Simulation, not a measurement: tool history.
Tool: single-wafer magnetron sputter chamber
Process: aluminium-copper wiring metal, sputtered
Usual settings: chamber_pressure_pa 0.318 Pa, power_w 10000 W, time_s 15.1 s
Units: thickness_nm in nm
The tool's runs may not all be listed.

run,hour,chamber_pressure_pa,power_w,time_s,"read-back reference wafer on the same gauge, thickness_nm",thickness_nm
1,0.0,0.318,10000,15.1,240.077,279.387
2,54.1,0.318,10000,15.1,239.897,278.186
3,67.0,0.318,10000,15.1,240.030,278.190
4,81.8,0.318,10000,15.1,240.057,278.760
5,104.3,0.318,10000,15.1,239.981,277.853
# hour 139.7: magnet pack replaced
6,140.2,0.318,10000,15.1,240.040,276.206
# hour 154.8: sputter target and shields replaced
7,171.8,0.318,10000,15.1,239.949,279.114
# hour 195.5: gauge calibrated
8,207.3,0.318,10000,15.1,240.035,279.441
9,227.0,0.318,10000,13.8,239.956,256.112
10,246.2,0.318,10000,15.1,239.885,279.516
11,272.9,0.248,7950,13.8,240.147,207.455
12,307.7,0.318,10000,15.1,239.975,278.217
13,333.7,0.318,10950,13.3,240.029,267.892
# hour 347.9: capacitance manometer re-zeroed and calibrated
# hour 358.3: sputter target and shields replaced
14,363.9,0.357,7550,17.9,240.047,247.815
15,407.5,0.318,10000,15.1,240.045,280.121
16,442.2,0.318,10000,12.3,240.004,227.213

Some steps in thickness_nm between neighbouring runs. How much of each would the tool show without its hidden state too (settings, what came in, random variation), and how much is left for the hidden state, with any gauge scatter that isn't in both results?
The hidden state here: deposition rate above that of a new target (%); true argon pressure above the setpoint (%); gauge reads high (%).
Run 6 -> 7: sputter target and shields replaced. thickness_nm +2.908 nm: hidden state +3.095, all else -0.187.
Run 10 -> 11: chamber_pressure_pa 0.318 -> 0.248, power_w 10000 -> 7950, time_s 15.1 -> 13.8. thickness_nm -72.061 nm: hidden state -0.073, all else -71.988.
